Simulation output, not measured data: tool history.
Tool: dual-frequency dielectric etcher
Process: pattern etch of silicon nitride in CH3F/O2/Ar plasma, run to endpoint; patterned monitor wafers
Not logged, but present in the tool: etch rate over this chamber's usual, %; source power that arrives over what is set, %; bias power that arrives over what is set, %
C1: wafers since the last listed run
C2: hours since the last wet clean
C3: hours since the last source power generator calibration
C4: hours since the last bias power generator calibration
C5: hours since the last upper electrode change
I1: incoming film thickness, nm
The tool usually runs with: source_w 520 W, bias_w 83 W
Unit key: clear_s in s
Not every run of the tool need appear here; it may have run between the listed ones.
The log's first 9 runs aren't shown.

{"hour": 424.9, "done": "bias power generator calibrated, repeated, since the last time left the tool worse"}
{"run": 10, "hour": 458.6, "source_w": 520, "bias_w": 83, "C1": 456, "C2": 273.5, "C3": 2772.8, "C4": 33.7, "C5": 2220.5, "I1": 55.1, "clear_s": 61.4}
{"run": 11, "hour": 514.6, "source_w": 520, "bias_w": 83, "C1": 730, "C2": 329.5, "C3": 2828.8, "C4": 89.7, "C5": 2276.5, "I1": 55.9, "clear_s": 62.4}
{"run": 12, "hour": 549.2, "source_w": 520, "bias_w": 83, "C1": 451, "C2": 364.1, "C3": 2863.4, "C4": 124.3, "C5": 2311.1, "I1": 55.2, "clear_s": 61.5}
{"run": 13, "hour": 602.3, "source_w": 520, "bias_w": 83, "C1": 692, "C2": 417.2, "C3": 2916.5, "C4": 177.4, "C5": 2364.2, "I1": 55.3, "clear_s": 62.1}
{"hour": 687.9, "done": "wet clean of the chamber"}
{"run": 14, "hour": 688.4, "source_w": 520, "bias_w": 83, "C1": 809, "C2": 0.5, "C3": 3002.6, "C4": 263.5, "C5": 2450.3, "I1": 55.8, "clear_s": 62.4}
{"hour": 798.2, "done": "source power generator calibrated"}
{"hour": 813.7, "done": "upper electrode replaced"}
{"run": 15, "hour": 841.5, "source_w": 520, "bias_w": 83, "C1": 1742, "C2": 153.6, "C3": 43.3, "C4": 416.6, "C5": 27.8, "I1": 55.3, "clear_s": 61.6}
{"run": 16, "hour": 903.4, "source_w": 620, "bias_w": 83, "C1": 807, "C2": 215.5, "C3": 105.2, "C4": 478.5, "C5": 89.7, "I1": 55.2, "clear_s": 57.6}
{"run": 17, "hour": 961.1, "source_w": 600, "bias_w": 103, "C1": 752, "C2": 273.2, "C3": 162.9, "C4": 536.2, "C5": 147.4, "I1": 55.3, "clear_s": 54.7}

For run 18, what comes out?
{"run": 18, "hour": 994.6, "source_w": 520, "bias_w": 71, "C1": 436, "C2": 306.7, "C3": 196.4, "C4": 569.7, "C5": 180.9, "I1": 55.3, "clear_s": "?"}

clear_s: 64.3 s
Minus the tool's unlogged condition, the same run would have read clear_s 64.6 s.
